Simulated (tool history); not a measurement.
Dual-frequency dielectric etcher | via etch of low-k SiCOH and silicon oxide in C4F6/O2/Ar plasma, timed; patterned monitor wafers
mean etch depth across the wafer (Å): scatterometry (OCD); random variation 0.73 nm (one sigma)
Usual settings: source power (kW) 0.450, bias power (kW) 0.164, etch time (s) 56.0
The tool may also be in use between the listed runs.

run   hour  source power (kW)  bias power (kW)  etch time (s)  read-back reference wafer on the same gauge, depth_nm  mean etch depth across the wafer (Å)
  1    0.0              0.450            0.164           56.0                                                  155.4                                  1549
  2   56.7              0.450            0.164           56.0                                                  155.2                                  1538
  3   91.5              0.450            0.164           56.0                                                  154.8                                  1524
  4  140.4              0.450            0.164           56.0                                                  154.6                                  1545
  5  168.2              0.450            0.164           56.0                                                  154.4                                  1525
  6  211.5              0.390            0.164           56.0                                                  153.7                                  1441
  7  243.6              0.450            0.164           56.0                                                  153.6                                  1537
  8  301.3              0.450            0.164           56.0                                                  153.5                                  1529
     348.4  -- gauge calibrated
  9  361.1              0.450            0.164           56.0                                                  157.0                                  1559
 10  396.5              0.450            0.164           56.0                                                  156.8                                  1558
 11  451.7              0.450            0.164           56.0                                                  156.3                                  1559
 12  503.8              0.450            0.164           56.0                                                  155.9                                  1554
 13  562.0              0.340            0.164           56.0                                                  155.5                                  1388
 14  628.5              0.540            0.194           44.5                                                  155.3                                  1401
 15  667.3              0.450            0.164           56.0                                                  154.9                                  1545
     721.6  -- wet clean of the chamber
 16  722.1              0.450            0.138           40.5                                                  154.6                                  1057
     740.0  -- bias power generator calibrated
     746.7  -- upper electrode replaced
 17  758.6              0.450            0.164           56.0                                                  154.4                                  1524
 18  826.8              0.350            0.184           56.0                                                  154.1                                  1437
     839.7  -- source power generator calibrated
 19  866.8              0.540            0.140           63.5                                                  153.9                                  1776
     917.3  -- gauge calibrated
 20  932.8              0.450            0.164           49.5                                                  157.2                                  1394
 21  982.9              0.450            0.164           56.0                                                  156.8                                  1559

Run 22 comes next. What will it give?
 22  1029.7              0.490            0.180           70.0                                                      ?                                     ?

read-back reference wafer on the same gauge, depth_nm: 156.6
mean etch depth across the wafer (Å): 2079
Without the tool's hidden state the same run would have given mean etch depth across the wafer (Å) 2085.
